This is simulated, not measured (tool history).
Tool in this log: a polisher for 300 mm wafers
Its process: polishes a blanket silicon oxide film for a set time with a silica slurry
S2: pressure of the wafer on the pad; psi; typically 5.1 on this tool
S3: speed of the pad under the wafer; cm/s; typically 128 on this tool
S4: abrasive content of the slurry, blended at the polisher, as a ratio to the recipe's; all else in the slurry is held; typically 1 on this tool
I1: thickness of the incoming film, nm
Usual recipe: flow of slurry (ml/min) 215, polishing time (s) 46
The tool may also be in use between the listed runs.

Run 1, hour 0: usual settings but S2 6 psi; I1 913.7. Result: film removed (angstrom) 2250.
Run 2, hour 40.5: usual settings but S2 6 psi; I1 886.8. Result: film removed (angstrom) 2226.
Run 3, hour 77.4: usual settings; I1 892.3. Result: film removed (angstrom) 1869.
Run 4, hour 123.8: usual settings; I1 888.9. Result: film removed (angstrom) 1839.
Run 5, hour 190.9: usual settings; I1 901.1. Result: film removed (angstrom) 1797.
At hour 200.7: worn pad replaced by a new one.
Run 6, hour 233.9: usual settings; I1 896.7. Result: film removed (angstrom) 1926.
Run 7, hour 294.1: usual settings but S4 0.9; I1 895.5. Result: film removed (angstrom) 1803.
At hour 311.7: conditioning disc replaced and pad reconditioned.
At hour 329: slurry blender recalibrated.
Run 8, hour 342.7: usual settings but S4 0.9; I1 905.5. Result: film removed (angstrom) 1796.
Run 9, hour 409: usual settings but S4 0.9; I1 914.3. Result: film removed (angstrom) 1767.
Run 10, hour 445.2: usual settings but flow of slurry (ml/min) 200, S3 162 cm/s; I1 881.4. Result: film removed (angstrom) 2125.
Run 11, hour 479.2: usual settings but S3 154 cm/s, S4 0.9; I1 895.1. Result: film removed (angstrom) 1930.
At hour 483.4: worn pad replaced by a new one.
Run 12, hour 539.7: usual settings but polishing time (s) 42; I1 895.5. Result: film removed (angstrom) 1781.
At hour 561.7: conditioning disc replaced and pad reconditioned.
At hour 573.3: head pressure recalibrated.
At hour 580.9: slurry blender recalibrated.
Run 13, hour 608.2: usual settings but S3 92 cm/s, polishing time (s) 37; I1 906. Result: film removed (angstrom) 1206.
At hour 632.2: slurry nozzle cleaned.
Run 14, hour 665.6: usual settings but S2 6.5 psi, S4 1.15; I1 898.2. Result: film removed (angstrom) 2457.
Run 15, hour 706.4: usual settings but flow of slurry (ml/min) 270, S4 1.15; I1 901.4. Result: film removed (angstrom) 1955.
Run 16, hour 757.1: usual settings but polishing time (s) 55; I1 881.4. Result: film removed (angstrom) 2090.
At hour 810.9: worn pad replaced by a new one.
Run 17, hour 815.2: usual settings but flow of slurry (ml/min) 150, S2 5.6 psi; I1 918.1. Result: film removed (angstrom) 1964.
At hour 829.1: conditioning disc replaced and pad reconditioned.
Run 18, hour 855.7: usual settings but polishing time (s) 55; I1 892.3. Result: film removed (angstrom) 2264.
At hour 884.7: slurry blender recalibrated.
Run 19, hour 895.3: usual settings but flow of slurry (ml/min) 275, S4 1.25; I1 911.7. Result: film removed (angstrom) 2133.
Run 20, hour 961: usual settings but S2 6.2 psi, polishing time (s) 57; I1 896.3. Result: film removed (angstrom) 2742.
Run 21, hour 992.4: usual settings; I1 893.5. Result: film removed (angstrom) 1837.
Run 22, hour 1024.6: usual settings but flow of slurry (ml/min) 265, S3 86 cm/s; I1 905. Result: film removed (angstrom) 1463.
Run 23, hour 1068.3: usual settings; I1 898.2. Result: film removed (angstrom) 1787.
Run 24, hour 1093.9: usual settings but flow of slurry (ml/min) 145, S2 5.6 psi, polishing time (s) 59; I1 909.8. Result: film removed (angstrom) 2300.
At hour 1134.9: conditioning disc replaced and pad reconditioned.
At hour 1135.8: worn pad replaced by a new one.
At hour 1136.7: slurry blender recalibrated.
Run 25, hour 1195.1: usual settings; I1 890.8. Result: film removed (angstrom) 1889.
Run 26, hour 1224.9: usual settings but flow of slurry (ml/min) 185, S3 94 cm/s; I1 898. Result: film removed (angstrom) 1536.

How would selected steps in film removed (angstrom) from run to run divide? Give the signed amount a tool lacking its hidden state would still show from settings, what came in and random variation, and the signed amount left for the hidden state, including any gauge scatter that is not in both of the compared results.
Hidden state present: removal rate lost through wear of the pad, %; slurry flow missing at the pad, %; deviation of the head's pressure from its setpoint, %; abrasive missing from the slurry, %; time polished since the conditioner stopped cutting, s.
Run 13 -> 14: S2 5.1 -> 6.5, S3 92 -> 128, S4 1 -> 1.15, polishing time (s) 37 -> 46, slurry nozzle cleaned. film removed (angstrom) +1251: hidden state -62, all else +1313.
Run 16 -> 17: flow of slurry (ml/min) 215 -> 150, S2 5.1 -> 5.6, polishing time (s) 55 -> 46, worn pad replaced by a new one. film removed (angstrom) -126: hidden state +155, all else -281.
Run 20 -> 21: S2 6.2 -> 5.1, polishing time (s) 57 -> 46. film removed (angstrom) -905: hidden state -2, all else -903.
Run 24 -> 25: flow of slurry (ml/min) 145 -> 215, S2 5.6 -> 5.1, polishing time (s) 59 -> 46, conditioning disc replaced and pad reconditioned, worn pad replaced by a new one, slurry blender recalibrated. film removed (angstrom) -411: hidden state +165, all else -576.

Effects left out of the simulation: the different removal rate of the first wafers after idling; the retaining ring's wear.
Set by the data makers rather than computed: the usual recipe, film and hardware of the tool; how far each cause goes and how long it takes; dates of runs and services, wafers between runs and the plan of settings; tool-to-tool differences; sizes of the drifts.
